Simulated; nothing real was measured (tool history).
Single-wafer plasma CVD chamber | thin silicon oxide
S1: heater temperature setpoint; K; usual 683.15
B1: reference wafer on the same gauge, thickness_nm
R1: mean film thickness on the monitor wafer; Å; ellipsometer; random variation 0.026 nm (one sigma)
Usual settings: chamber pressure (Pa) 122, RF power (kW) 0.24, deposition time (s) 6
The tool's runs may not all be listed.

Run 1, hour 0: usual settings; B1 12.106. Result: R1 114.75 Å.
Run 2, hour 24.9: usual settings; B1 12.104. Result: R1 114.84 Å.
Run 3, hour 50: usual settings; B1 12.103. Result: R1 114.87 Å.
Run 4, hour 67.9: usual settings; B1 12.095. Result: R1 114.89 Å.
Run 5, hour 82.2: usual settings; B1 12.104. Result: R1 114.63 Å.
Run 6, hour 114.3: usual settings; B1 12.098. Result: R1 114.77 Å.
At hour 170.6: showerhead replaced.
Run 7, hour 171.1: usual settings but S1 672.15 K, chamber pressure (Pa) 106; B1 12.105. Result: R1 100.04 Å.
Run 8, hour 183: usual settings but RF power (kW) 0.27; B1 12.098. Result: R1 122.47 Å.
At hour 187.9: gauge calibrated.
At hour 193.7: RF generator calibrated.
Run 9, hour 200.7: usual settings but RF power (kW) 0.27; B1 12.1. Result: R1 127.83 Å.
Run 10, hour 220.8: usual settings; B1 12.097. Result: R1 119.87 Å.
Run 11, hour 248.1: usual settings but S1 690.15 K, chamber pressure (Pa) 144, RF power (kW) 0.285; B1 12.095. Result: R1 149.72 Å.
Run 12, hour 262.9: usual settings but S1 673.15 K, deposition time (s) 4.84; B1 12.094. Result: R1 97.14 Å.
At hour 274.2: thermocouple changed; heater temperature recalibrated.
At hour 300.9: capacitance manometer re-zeroed and calibrated.
Run 13, hour 301.4: usual settings but deposition time (s) 6.37; B1 12.098. Result: R1 126.92 Å.
Run 14, hour 312.2: usual settings; B1 12.102. Result: R1 118.87 Å.
Run 15, hour 331.7: usual settings; B1 12.099. Result: R1 119.14 Å.
Run 16, hour 350: usual settings but chamber pressure (Pa) 93.6, RF power (kW) 0.265, deposition time (s) 4.88; B1 12.1. Result: R1 76.68 Å.
Run 17, hour 373.9: usual settings but chamber pressure (Pa) 109.9, RF power (kW) 0.225, deposition time (s) 5.53; B1 12.093. Result: R1 95.26 Å.
Run 18, hour 386.2: usual settings but RF power (kW) 0.205; B1 12.105. Result: R1 108.21 Å.

Forecast each of these 4 alternatives for the next run:
Run A, hour 386.6: usual settings; B1 ?. Result: R1 ?.
Run B, hour 386.6: usual settings but chamber pressure (Pa) 149.3, RF power (kW) 0.225; B1 ?. Result: R1 ?.
Run C, hour 386.6: usual settings but S1 695.15 K, chamber pressure (Pa) 106, RF power (kW) 0.285, deposition time (s) 5.28; B1 ?. Result: R1 ?.
Run D, hour 386.6: usual settings but S1 670.15 K, chamber pressure (Pa) 98.5; B1 ?. Result: R1 ?.

run      B1      R1
  A  12.093  119.16
  B  12.093   135.3
  C  12.093   98.75
  D  12.093   95.41
Without the tool's hidden state the same runs would have given:
run      R1
  A  120.43
  B  136.73
  C   99.69
  D   96.43
